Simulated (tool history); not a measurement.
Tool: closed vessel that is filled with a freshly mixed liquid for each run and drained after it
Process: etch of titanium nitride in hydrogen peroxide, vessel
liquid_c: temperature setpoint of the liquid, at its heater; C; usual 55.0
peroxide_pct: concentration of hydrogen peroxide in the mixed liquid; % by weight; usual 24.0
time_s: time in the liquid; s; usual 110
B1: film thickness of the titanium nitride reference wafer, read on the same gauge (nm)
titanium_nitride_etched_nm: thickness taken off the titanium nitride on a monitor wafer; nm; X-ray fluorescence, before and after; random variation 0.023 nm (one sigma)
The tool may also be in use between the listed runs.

Run 1, hour 0.0: usual settings; B1 139.95. Result: titanium_nitride_etched_nm 5.59 nm.
Run 2, hour 30.8: usual settings but time_s 65 s; B1 140.02. Result: titanium_nitride_etched_nm 3.33 nm.
Run 3, hour 58.3: usual settings; B1 140.00. Result: titanium_nitride_etched_nm 5.60 nm.
Run 4, hour 93.9: usual settings; B1 139.99. Result: titanium_nitride_etched_nm 5.61 nm.
Run 5, hour 128.4: usual settings; B1 140.02. Result: titanium_nitride_etched_nm 5.61 nm.
Run 6, hour 147.9: usual settings but liquid_c 50.0 C, time_s 150 s; B1 140.01. Result: titanium_nitride_etched_nm 5.37 nm.
Run 7, hour 183.7: usual settings but liquid_c 50.0 C, time_s 150 s; B1 140.00. Result: titanium_nitride_etched_nm 5.37 nm.
Run 8, hour 208.3: usual settings but liquid_c 52.5 C, peroxide_pct 27.0 % by weight; B1 140.03. Result: titanium_nitride_etched_nm 4.83 nm.
Run 9, hour 238.4: usual settings but liquid_c 47.5 C; B1 139.99. Result: titanium_nitride_etched_nm 3.28 nm.
At hour 262.3: peroxide flow meter replaced.
At hour 269.8: gauge calibrated.
Run 10, hour 271.7: usual settings but liquid_c 47.5 C; B1 139.99. Result: titanium_nitride_etched_nm 3.23 nm.
At hour 280.4: thermometer replaced.
Run 11, hour 302.5: usual settings but liquid_c 47.5 C; B1 140.04. Result: titanium_nitride_etched_nm 3.21 nm.
Run 12, hour 319.6: usual settings but liquid_c 47.0 C; B1 139.98. Result: titanium_nitride_etched_nm 3.11 nm.
Run 13, hour 334.5: usual settings but liquid_c 47.0 C; B1 140.01. Result: titanium_nitride_etched_nm 3.12 nm.
Run 14, hour 369.7: usual settings but liquid_c 63.0 C, peroxide_pct 27.0 % by weight, time_s 60 s; B1 140.01. Result: titanium_nitride_etched_nm 5.34 nm.
Run 15, hour 395.5: usual settings but liquid_c 50.0 C, peroxide_pct 18.0 % by weight; B1 139.98. Result: titanium_nitride_etched_nm 3.63 nm.
Run 16, hour 410.8: usual settings but liquid_c 65.0 C, peroxide_pct 19.5 % by weight, time_s 70 s; B1 139.99. Result: titanium_nitride_etched_nm 6.68 nm.
At hour 423.5: new drum of peroxide connected.
Run 17, hour 452.2: usual settings but liquid_c 45.0 C, time_s 75 s; B1 140.00. Result: titanium_nitride_etched_nm 1.83 nm.
Run 18, hour 467.9: usual settings but liquid_c 58.5 C, peroxide_pct 18.0 % by weight, time_s 60 s; B1 140.02. Result: titanium_nitride_etched_nm 3.61 nm.
Run 19, hour 485.2: usual settings; B1 140.04. Result: titanium_nitride_etched_nm 5.49 nm.
Run 20, hour 503.6: usual settings but liquid_c 64.0 C, peroxide_pct 28.5 % by weight, time_s 130 s; B1 139.98. Result: titanium_nitride_etched_nm 12.52 nm.
Run 21, hour 534.4: usual settings but peroxide_pct 28.0 % by weight, time_s 60 s; B1 139.99. Result: titanium_nitride_etched_nm 3.12 nm.
Run 22, hour 562.1: usual settings but liquid_c 52.0 C, peroxide_pct 29.0 % by weight, time_s 80 s; B1 140.01. Result: titanium_nitride_etched_nm 3.41 nm.
Run 23, hour 588.8: usual settings but liquid_c 48.5 C; B1 140.04. Result: titanium_nitride_etched_nm 3.46 nm.
Run 24, hour 606.1: usual settings but liquid_c 62.5 C, time_s 145 s; B1 139.99. Result: titanium_nitride_etched_nm 12.29 nm.
Run 25, hour 631.8: usual settings but peroxide_pct 30.0 % by weight, time_s 170 s; B1 139.99. Result: titanium_nitride_etched_nm 8.91 nm.
Run 26, hour 652.0: usual settings but liquid_c 52.5 C, peroxide_pct 27.0 % by weight; B1 140.01. Result: titanium_nitride_etched_nm 4.80 nm.
Run 27, hour 683.2: usual settings; B1 140.00. Result: titanium_nitride_etched_nm 5.58 nm.
Run 28, hour 704.0: usual settings; B1 140.00. Result: titanium_nitride_etched_nm 5.52 nm.
Run 29, hour 720.0: usual settings but liquid_c 51.0 C, time_s 125 s; B1 139.99. Result: titanium_nitride_etched_nm 4.73 nm.

Forecast each of these 4 alternatives for the next run:
Run A, hour 720.7: usual settings but peroxide_pct 28.0 % by weight; B1 ?. Result: titanium_nitride_etched_nm ?.
Run B, hour 720.7: usual settings but peroxide_pct 21.5 % by weight, time_s 155 s; B1 ?. Result: titanium_nitride_etched_nm ?.
Run C, hour 720.7: usual settings but peroxide_pct 20.0 % by weight, time_s 160 s; B1 ?. Result: titanium_nitride_etched_nm ?.
Run D, hour 720.7: usual settings but liquid_c 58.5 C; B1 ?. Result: titanium_nitride_etched_nm ?.

run      B1  titanium_nitride_etched_nm
  A  139.97                        5.72
  B  139.97                        7.61
  C  139.97                        7.74
  D  139.97                        7.05
Without the tool's hidden state the same runs would have given:
run  titanium_nitride_etched_nm
  A                        5.66
  B                        7.53
  C                        7.65
  D                        6.97
